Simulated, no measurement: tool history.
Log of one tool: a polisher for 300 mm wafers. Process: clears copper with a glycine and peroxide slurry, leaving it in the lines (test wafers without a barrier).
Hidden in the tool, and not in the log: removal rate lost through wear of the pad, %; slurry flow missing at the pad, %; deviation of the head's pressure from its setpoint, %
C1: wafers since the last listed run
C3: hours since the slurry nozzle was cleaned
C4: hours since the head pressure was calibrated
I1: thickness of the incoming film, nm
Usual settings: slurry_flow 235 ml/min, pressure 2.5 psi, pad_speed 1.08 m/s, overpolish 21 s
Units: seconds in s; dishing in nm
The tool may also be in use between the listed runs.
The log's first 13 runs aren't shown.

Run 14, hour 195.6: usual settings but overpolish 12 s; C1 63; wafers polished on this pad 162; C3 26.4; C4 972.8; I1 638.7. Result: seconds 125.2 s, dishing 37.7 nm.
Run 15, hour 206.6: usual settings but slurry_flow 180 ml/min; C1 72; wafers polished on this pad 235; C3 37.4; C4 983.8; I1 647.2. Result: seconds 135.6 s, dishing 53 nm.
Run 16, hour 220.4: usual settings; C1 90; wafers polished on this pad 325; C3 51.2; C4 997.6; I1 643.2. Result: seconds 133.3 s, dishing 54.7 nm.
Run 17, hour 232.1: usual settings but pressure 2.9 psi; C1 77; wafers polished on this pad 402; C3 62.9; C4 1009.3; I1 641.6. Result: seconds 121 s, dishing 58.9 nm.
Run 18, hour 245.4: usual settings; C1 87; wafers polished on this pad 490; C3 76.2; C4 1022.6; I1 651.8. Result: seconds 135.4 s, dishing 55 nm.
At hour 261.8: head pressure recalibrated.
Run 19, hour 262.3: usual settings but slurry_flow 260 ml/min; C1 98; wafers polished on this pad 588; C3 93.1; C4 0.5; I1 652.6. Result: seconds 131.6 s, dishing 54.4 nm.
At hour 277.1: worn pad replaced by a new one.
Run 20, hour 277.6: usual settings but slurry_flow 295 ml/min, pressure 3.2 psi, pad_speed 0.8 m/s; C1 74; wafers polished on this pad 3; C3 108.4; C4 15.8; I1 636.6. Result: seconds 123.1 s, dishing 58.1 nm.
Run 21, hour 286: usual settings but slurry_flow 270 ml/min, pad_speed 0.82 m/s, overpolish 18 s; C1 55; wafers polished on this pad 58; C3 116.8; C4 24.2; I1 659.1. Result: seconds 155.9 s, dishing 44.1 nm.
Run 22, hour 299.7: usual settings but slurry_flow 285 ml/min, overpolish 32 s; C1 90; wafers polished on this pad 148; C3 130.5; C4 37.9; I1 651. Result: seconds 124.7 s, dishing 70.9 nm.
Run 23, hour 312: usual settings but pressure 3 psi, overpolish 33 s; C1 80; wafers polished on this pad 229; C3 142.8; C4 50.2; I1 632.1. Result: seconds 109 s, dishing 76 nm.
Run 24, hour 318.1: usual settings but overpolish 30 s; C1 40; wafers polished on this pad 269; C3 148.9; C4 56.3; I1 637.4. Result: seconds 129.3 s, dishing 69.9 nm.
Run 25, hour 331.9: usual settings but slurry_flow 285 ml/min, overpolish 32 s; C1 90; wafers polished on this pad 360; C3 162.7; C4 70.1; I1 651. Result: seconds 133.8 s, dishing 70.6 nm.
Run 26, hour 348.8: usual settings but slurry_flow 260 ml/min, pad_speed 0.9 m/s, overpolish 15 s; C1 111; wafers polished on this pad 471; C3 179.6; C4 87; I1 638.3. Result: seconds 151.9 s, dishing 36.6 nm.
Run 27, hour 363.4: usual settings but slurry_flow 200 ml/min, pad_speed 0.98 m/s; C1 96; wafers polished on this pad 567; C3 194.2; C4 101.6; I1 645.4. Result: seconds 143.3 s, dishing 50 nm.
Run 28, hour 372.6: usual settings; C1 60; wafers polished on this pad 628; C3 203.4; C4 110.8; I1 634.9. Result: seconds 134.3 s, dishing 53.3 nm.
Run 29, hour 384.4: usual settings; C1 77; wafers polished on this pad 706; C3 215.2; C4 122.6; I1 649.5. Result: seconds 139.2 s, dishing 50.9 nm.
Run 30, hour 397.5: usual settings but slurry_flow 260 ml/min, pad_speed 0.86 m/s, overpolish 17 s; C1 86; wafers polished on this pad 792; C3 228.3; C4 135.7; I1 656.6. Result: seconds 165.7 s, dishing 39.8 nm.
Run 31, hour 404.7: usual settings but pad_speed 0.78 m/s; C1 47; wafers polished on this pad 839; C3 235.5; C4 142.9; I1 654.2. Result: seconds 177.8 s, dishing 43.8 nm.

Run 32 comes next. What will it give?
At hour 411.6: worn pad replaced by a new one.
Run 32, hour 415.8: usual settings but slurry_flow 270 ml/min, pressure 1.8 psi, overpolish 32 s; C1 46; wafers polished on this pad 27; C3 246.6; C4 154; I1 631.5. Result: seconds ?, dishing ?.

seconds: 155.6 s
dishing: 63.5 nm
Without the tool's hidden state the same run would have given seconds 150.2 s, dishing 64.9 nm.
